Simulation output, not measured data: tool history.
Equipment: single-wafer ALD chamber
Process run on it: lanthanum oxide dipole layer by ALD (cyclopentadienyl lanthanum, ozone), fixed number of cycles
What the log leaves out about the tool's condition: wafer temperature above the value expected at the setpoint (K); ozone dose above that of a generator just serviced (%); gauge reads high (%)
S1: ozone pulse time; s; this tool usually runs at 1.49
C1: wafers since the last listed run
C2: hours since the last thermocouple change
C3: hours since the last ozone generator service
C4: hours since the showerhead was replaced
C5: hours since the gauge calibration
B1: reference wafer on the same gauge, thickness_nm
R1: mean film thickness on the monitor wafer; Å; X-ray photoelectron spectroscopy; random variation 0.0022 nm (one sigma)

run   hour    S1    C1      C2      C3      C4     C5     B1    R1
  1    0.0  1.49     0  2359.7  1169.8  6605.5  251.4  0.645  5.53
  2   17.4  1.49   422  2377.1  1187.2  6622.9  268.8  0.645  5.54
  3   44.1  1.49   648  2403.8  1213.9  6649.6  295.5  0.646  5.54
  4   56.3  1.49   296  2416.0  1226.1  6661.8  307.7  0.646  5.54
  5   76.7  1.17   495  2436.4  1246.5  6682.2  328.1  0.647  5.37
  6   97.7  1.17   510  2457.4  1267.5  6703.2  349.1  0.648  5.36
  7  122.7  1.17   607  2482.4  1292.5  6728.2  374.1  0.649  5.33
  8  228.3  1.49  2566  2588.0  1398.1  6833.8  479.7  0.654  5.64
  9  253.7  1.05   617  2613.4  1423.5  6859.2  505.1  0.655  5.33
     260.6  -- gauge calibrated
     294.6  -- showerhead replaced
 10  295.1  1.05   811  2654.8  1464.9     0.5   34.5  0.640  5.19
 11  314.0  1.31   459  2673.7  1483.8    19.4   53.4  0.640  5.42
 12  349.0  1.88   850  2708.7  1518.8    54.4   88.4  0.640  5.65
 13  371.3  1.88   542  2731.0  1541.1    76.7  110.7  0.641  5.64
     389.0  -- ozone generator serviced
 14  398.9  2.06   476  2758.6     9.9   104.3  138.3  0.641  5.72
     408.6  -- thermocouple changed; heater temperature recalibrated
 15  412.7  1.08   140     4.1    23.7   118.1  152.1  0.641  5.19
 16  439.3  1.90   646    30.7    50.3   144.7  178.7  0.641  5.70
 17  474.1  0.95   845    65.5    85.1   179.5  213.5  0.642  5.07
 18  494.5  1.74   495    85.9   105.5   199.9  233.9  0.643  5.66
 19  513.9  1.17   471   105.3   124.9   219.3  253.3  0.644  5.36
 20  531.3  1.11   422   122.7   142.3   236.7  270.7  0.644  5.28
 21  550.4  0.98   464   141.8   161.4   255.8  289.8  0.645  5.15
 22  581.2  1.49   748   172.6   192.2   286.6  320.6  0.645  5.54
 23  597.4  1.30   393   188.8   208.4   302.8  336.8  0.646  5.43
 24  616.3  1.49   459   207.7   227.3   321.7  355.7  0.647  5.55
 25  629.6  1.49   323   221.0   240.6   335.0  369.0  0.648  5.58
 26  653.6  1.90   583   245.0   264.6   359.0  393.0  0.649  5.73
 27  708.9  1.29  1344   300.3   319.9   414.3  448.3  0.651  5.52

Had the tool no unlogged condition, and each run kept its random variation, what would the results have been?
run    R1
  1  5.50
  2  5.50
  3  5.50
  4  5.50
  5  5.32
  6  5.30
  7  5.26
  8  5.53
  9  5.21
 10  5.20
 11  5.42
 12  5.65
 13  5.64
 14  5.73
 15  5.19
 16  5.69
 17  5.06
 18  5.64
 19  5.34
 20  5.26
 21  5.12
 22  5.50
 23  5.39
 24  5.50
 25  5.53
 26  5.66
 27  5.43
